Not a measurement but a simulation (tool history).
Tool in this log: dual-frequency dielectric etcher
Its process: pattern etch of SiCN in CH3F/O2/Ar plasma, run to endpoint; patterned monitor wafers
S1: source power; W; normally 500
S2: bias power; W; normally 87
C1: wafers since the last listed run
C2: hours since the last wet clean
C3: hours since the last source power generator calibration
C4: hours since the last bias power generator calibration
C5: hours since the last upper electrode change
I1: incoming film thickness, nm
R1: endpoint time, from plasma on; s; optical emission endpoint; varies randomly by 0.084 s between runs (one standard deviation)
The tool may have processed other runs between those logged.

{"run": 1, "hour": 0.0, "S1": 500, "S2": 80, "C1": 0, "C2": 311.4, "C3": 3002.8, "C4": 4142.7, "C5": 2957.1, "I1": 12.58, "R1": 30}
{"run": 2, "hour": 20.6, "S1": 500, "S2": 87, "C1": 327, "C2": 332, "C3": 3023.4, "C4": 4163.3, "C5": 2977.7, "I1": 12.42, "R1": 28.6}
{"run": 3, "hour": 35.7, "S1": 500, "S2": 87, "C1": 239, "C2": 347.1, "C3": 3038.5, "C4": 4178.4, "C5": 2992.8, "I1": 12.53, "R1": 28.8}
{"run": 4, "hour": 67.6, "S1": 500, "S2": 87, "C1": 506, "C2": 379, "C3": 3070.4, "C4": 4210.3, "C5": 3024.7, "I1": 12.48, "R1": 28.7}
{"run": 5, "hour": 90.9, "S1": 500, "S2": 87, "C1": 370, "C2": 402.3, "C3": 3093.7, "C4": 4233.6, "C5": 3048, "I1": 12.57, "R1": 29}
{"run": 6, "hour": 118.5, "S1": 500, "S2": 87, "C1": 438, "C2": 429.9, "C3": 3121.3, "C4": 4261.2, "C5": 3075.6, "I1": 12.47, "R1": 28.7}
{"run": 7, "hour": 142.4, "S1": 500, "S2": 87, "C1": 379, "C2": 453.8, "C3": 3145.2, "C4": 4285.1, "C5": 3099.5, "I1": 12.46, "R1": 28.9}
{"run": 8, "hour": 172.4, "S1": 500, "S2": 87, "C1": 476, "C2": 483.8, "C3": 3175.2, "C4": 4315.1, "C5": 3129.5, "I1": 12.49, "R1": 29}
{"run": 9, "hour": 195.7, "S1": 500, "S2": 98, "C1": 370, "C2": 507.1, "C3": 3198.5, "C4": 4338.4, "C5": 3152.8, "I1": 12.5, "R1": 27.3}
{"hour": 200.3, "done": "bias power generator calibrated"}
{"run": 10, "hour": 212.5, "S1": 500, "S2": 87, "C1": 203, "C2": 523.9, "C3": 3215.3, "C4": 12.2, "C5": 3169.6, "I1": 12.59, "R1": 29.5}
{"hour": 251.0, "done": "wet clean of the chamber"}
{"run": 11, "hour": 251.5, "S1": 430, "S2": 87, "C1": 238, "C2": 0.5, "C3": 3254.3, "C4": 51.2, "C5": 3208.6, "I1": 12.61, "R1": 30.2}
{"run": 12, "hour": 257.7, "S1": 500, "S2": 67, "C1": 98, "C2": 6.7, "C3": 3260.5, "C4": 57.4, "C5": 3214.8, "I1": 12.5, "R1": 32.1}
{"run": 13, "hour": 289.2, "S1": 470, "S2": 71, "C1": 500, "C2": 38.2, "C3": 3292, "C4": 88.9, "C5": 3246.3, "I1": 12.38, "R1": 31.9}
{"run": 14, "hour": 314.1, "S1": 500, "S2": 80, "C1": 395, "C2": 63.1, "C3": 3316.9, "C4": 113.8, "C5": 3271.2, "I1": 12.51, "R1": 29.5}
{"run": 15, "hour": 336.2, "S1": 390, "S2": 87, "C1": 351, "C2": 85.2, "C3": 3339, "C4": 135.9, "C5": 3293.3, "I1": 12.43, "R1": 31.4}
{"hour": 348.6, "done": "source power generator calibrated"}
{"run": 16, "hour": 358.2, "S1": 530, "S2": 87, "C1": 285, "C2": 107.2, "C3": 9.6, "C4": 157.9, "C5": 3315.3, "I1": 12.51, "R1": 27.6}
{"run": 17, "hour": 393.8, "S1": 440, "S2": 79, "C1": 565, "C2": 142.8, "C3": 45.2, "C4": 193.5, "C5": 3350.9, "I1": 12.45, "R1": 31.3}
{"hour": 438.8, "done": "upper electrode replaced"}
{"run": 18, "hour": 439.3, "S1": 410, "S2": 109, "C1": 341, "C2": 188.3, "C3": 90.7, "C4": 239, "C5": 0.5, "I1": 12.57, "R1": 28}
{"run": 19, "hour": 450.2, "S1": 440, "S2": 70, "C1": 173, "C2": 199.2, "C3": 101.6, "C4": 249.9, "C5": 11.4, "I1": 12.37, "R1": 33.5}
{"run": 20, "hour": 477.7, "S1": 430, "S2": 93, "C1": 436, "C2": 226.7, "C3": 129.1, "C4": 277.4, "C5": 38.9, "I1": 12.47, "R1": 29.3}
{"run": 21, "hour": 499.0, "S1": 500, "S2": 74, "C1": 338, "C2": 248, "C3": 150.4, "C4": 298.7, "C5": 60.2, "I1": 12.49, "R1": 31.3}
{"run": 22, "hour": 528.6, "S1": 500, "S2": 87, "C1": 470, "C2": 277.6, "C3": 180, "C4": 328.3, "C5": 89.8, "I1": 12.5, "R1": 28.7}
{"run": 23, "hour": 549.5, "S1": 500, "S2": 65, "C1": 331, "C2": 298.5, "C3": 200.9, "C4": 349.2, "C5": 110.7, "I1": 12.53, "R1": 33.5}

Hidden state at the last listed run before each entry between runs and at the first one after, where it differs:
Runs 9 to 10: bias power generator calibrated (hour 200.3)
  etch rate over this chamber's usual, %: -3.72 -> -3.84
  what was measured, less what the result would be without the hidden state, R1: +1 -> +1.2 s
Runs 10 to 11: wet clean of the chamber (hour 251)
  etch rate over this chamber's usual, %: -3.84 -> -0.0481
  what was measured, less what the result would be without the hidden state, R1: +1.2 -> +0 s
Runs 15 to 16: source power generator calibrated (hour 348.6)
  etch rate over this chamber's usual, %: -0.681 -> -0.845
  what was measured, less what the result would be without the hidden state, R1: +0.2 -> +0.2 s
Runs 17 to 18: upper electrode replaced (hour 438.8)
  etch rate over this chamber's usual, %: -1.11 -> -1.45
  what was measured, less what the result would be without the hidden state, R1: +0.4 -> +0.4 s
